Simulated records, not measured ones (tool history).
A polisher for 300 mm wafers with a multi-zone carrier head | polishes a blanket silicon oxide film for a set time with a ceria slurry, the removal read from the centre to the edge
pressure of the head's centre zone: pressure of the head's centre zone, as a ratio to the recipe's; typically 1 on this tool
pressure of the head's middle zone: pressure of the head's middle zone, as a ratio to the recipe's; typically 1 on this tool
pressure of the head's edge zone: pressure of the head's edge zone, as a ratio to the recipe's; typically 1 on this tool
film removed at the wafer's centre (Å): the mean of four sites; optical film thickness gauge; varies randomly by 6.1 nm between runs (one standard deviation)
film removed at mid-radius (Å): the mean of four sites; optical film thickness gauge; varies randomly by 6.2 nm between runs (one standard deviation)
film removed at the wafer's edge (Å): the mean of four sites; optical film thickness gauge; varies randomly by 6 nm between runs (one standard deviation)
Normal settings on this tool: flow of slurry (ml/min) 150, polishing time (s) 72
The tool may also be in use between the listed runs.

| run | hour | flow of slurry (ml/min) | pressure of the head's centre zone | pressure of the head's middle zone | pressure of the head's edge zone | polishing time (s) | wafers since the last listed run | wafers polished on this pad | hours since the slurry nozzle was cleaned | hours since the centre zone pressure was calibrated | hours since the edge zone pressure was calibrated | hours since the carrier head's membrane was replaced | incoming thickness of the incoming film, nm | film removed at the wafer's centre (Å) | film removed at mid-radius (Å) | film removed at the wafer's edge (Å) |
|---|---|---|---|---|---|---|---|---|---|---|---|---|---|---|---|---|
| 1 | 0 | 150 | 1 | 1 | 1 | 72 | 0 | 1160 | 70.5 | 334 | 215.4 | 834.4 | 1178.1 | 4675 | 4606 | 4730 |
| 2 | 101.7 | 150 | 1 | 1 | 1 | 72 | 841 | 2001 | 172.2 | 435.7 | 317.1 | 936.1 | 1173.4 | 4442 | 4453 | 4580 |
| 3 | 198.2 | 150 | 1 | 1 | 1 | 72 | 798 | 2800 | 268.7 | 532.2 | 413.6 | 1032.6 | 1162.3 | 4238 | 4244 | 4474 |
|  | 205.3 | carrier head's membrane replaced by a new one |
|  | 284.8 | worn pad replaced by a new one |
| 4 | 304.6 | 150 | 1 | 1 | 1 | 72 | 805 | 163 | 375.1 | 638.6 | 520 | 99.3 | 1178.7 | 4625 | 4834 | 5017 |
| 5 | 393.5 | 150 | 1 | 1 | 1 | 72 | 735 | 899 | 464 | 727.5 | 608.9 | 188.2 | 1155 | 4518 | 4641 | 4803 |
|  | 408.1 | slurry nozzle cleaned |
| 6 | 474.5 | 150 | 1 | 1 | 1 | 63 | 661 | 1561 | 66.4 | 808.5 | 689.9 | 269.2 | 1153.9 | 3823 | 3898 | 4088 |
| 7 | 533.1 | 150 | 1 | 1 | 1 | 63 | 484 | 2046 | 125 | 867.1 | 748.5 | 327.8 | 1165.7 | 3748 | 3904 | 4050 |
| 8 | 586 | 135 | 1 | 1 | 1 | 72 | 437 | 2483 | 177.9 | 920 | 801.4 | 380.7 | 1150.8 | 4095 | 4448 | 4541 |
|  | 706.9 | worn pad replaced by a new one |
|  | 734.7 | centre zone pressure recalibrated |
|  | 843.3 | edge zone pressure recalibrated |
|  | 865.7 | slurry nozzle cleaned |
| 9 | 883.7 | 135 | 1 | 1 | 1 | 72 | 2388 | 1421 | 18 | 149 | 40.4 | 678.4 | 1178.3 | 4561 | 4481 | 4656 |
| 10 | 955.8 | 150 | 1 | 1 | 1.12 | 72 | 596 | 2017 | 90.1 | 221.1 | 112.5 | 750.5 | 1177.6 | 4495 | 4459 | 4875 |
| 11 | 1031.3 | 150 | 1.08 | 0.95 | 1 | 72 | 624 | 2642 | 165.6 | 296.6 | 188 | 826 | 1172.9 | 4741 | 4120 | 4500 |
| 12 | 1087.6 | 150 | 1 | 1 | 1 | 72 | 465 | 3108 | 221.9 | 352.9 | 244.3 | 882.3 | 1166.3 | 4306 | 4263 | 4367 |
|  | 1097.3 | worn pad replaced by a new one |
| 13 | 1155.9 | 130 | 1.05 | 1 | 1 | 72 | 532 | 485 | 290.2 | 421.2 | 312.6 | 950.6 | 1142 | 4897 | 4724 | 4834 |
|  | 1169.1 | carrier head's membrane replaced by a new one |
| 14 | 1205.3 | 100 | 1 | 1 | 1 | 93 | 367 | 852 | 339.6 | 470.6 | 362 | 36.2 | 1142.3 | 5428 | 5611 | 5807 |
| 15 | 1253.4 | 150 | 1.11 | 1.06 | 1 | 72 | 397 | 1250 | 387.7 | 518.7 | 410.1 | 84.3 | 1162.7 | 5013 | 4742 | 4839 |
| 16 | 1310.3 | 120 | 0.94 | 0.93 | 1 | 48 | 470 | 1721 | 444.6 | 575.6 | 467 | 141.2 | 1139.7 | 2666 | 2694 | 2985 |
| 17 | 1368.1 | 150 | 0.89 | 0.89 | 1.04 | 85 | 478 | 2199 | 502.4 | 633.4 | 524.8 | 199 | 1180.6 | 4564 | 4606 | 5473 |
|  | 1440.1 | slurry nozzle cleaned |
|  | 1449.5 | worn pad replaced by a new one |
| 18 | 1519.8 | 150 | 1.08 | 1 | 1 | 72 | 1213 | 581 | 79.7 | 785.1 | 676.5 | 350.7 | 1170.9 | 4838 | 4811 | 4919 |
| 19 | 1600.4 | 150 | 1 | 0.94 | 1 | 64 | 666 | 1248 | 160.3 | 865.7 | 757.1 | 431.3 | 1166.6 | 3880 | 3895 | 4270 |
| 20 | 1651.2 | 150 | 1 | 1 | 1 | 72 | 420 | 1668 | 211.1 | 916.5 | 807.9 | 482.1 | 1163.3 | 4397 | 4619 | 4719 |
| 21 | 1731.2 | 150 | 1.08 | 1.1 | 1.11 | 83 | 661 | 2330 | 291.1 | 996.5 | 887.9 | 562.1 | 1162.4 | 5196 | 5579 | 5606 |

Consider 5 possible next runs. They are alternatives, not a sequence: every one starts from the tool as it was left by run 21. What does each give?
| A | 1731.7 | 150 | 1 | 1 | 1 | 72 | 4 | 2334 | 291.6 | 997 | 888.4 | 562.6 | 1150.7 | ? | ? | ? |
| B | 1731.7 | 150 | 1 | 1 | 1 | 53 | 4 | 2334 | 291.6 | 997 | 888.4 | 562.6 | 1150.7 | ? | ? | ? |
| C | 1731.7 | 150 | 1.06 | 1 | 1 | 72 | 4 | 2334 | 291.6 | 997 | 888.4 | 562.6 | 1150.7 | ? | ? | ? |
| D | 1731.7 | 150 | 1 | 1 | 1.04 | 72 | 4 | 2334 | 291.6 | 997 | 888.4 | 562.6 | 1150.7 | ? | ? | ? |
| E | 1731.7 | 150 | 1 | 1 | 1.08 | 90 | 4 | 2334 | 291.6 | 997 | 888.4 | 562.6 | 1150.7 | ? | ? | ? |

| run | film removed at the wafer's centre (Å) | film removed at mid-radius (Å) | film removed at the wafer's edge (Å) |
|---|---|---|---|
| A | 4083 | 4438 | 4571 |
| B | 3005 | 3267 | 3364 |
| C | 4332 | 4436 | 4571 |
| D | 4083 | 4437 | 4659 |
| E | 5104 | 5546 | 5934 |
Without the tool's unlogged condition, the same runs would have read:
| run | film removed at the wafer's centre (Å) | film removed at mid-radius (Å) | film removed at the wafer's edge (Å) |
|---|---|---|---|
| A | 4990 | 4870 | 5018 |
| B | 3673 | 3585 | 3694 |
| C | 5291 | 4868 | 5018 |
| D | 4990 | 4870 | 5115 |
| E | 6237 | 6087 | 6515 |
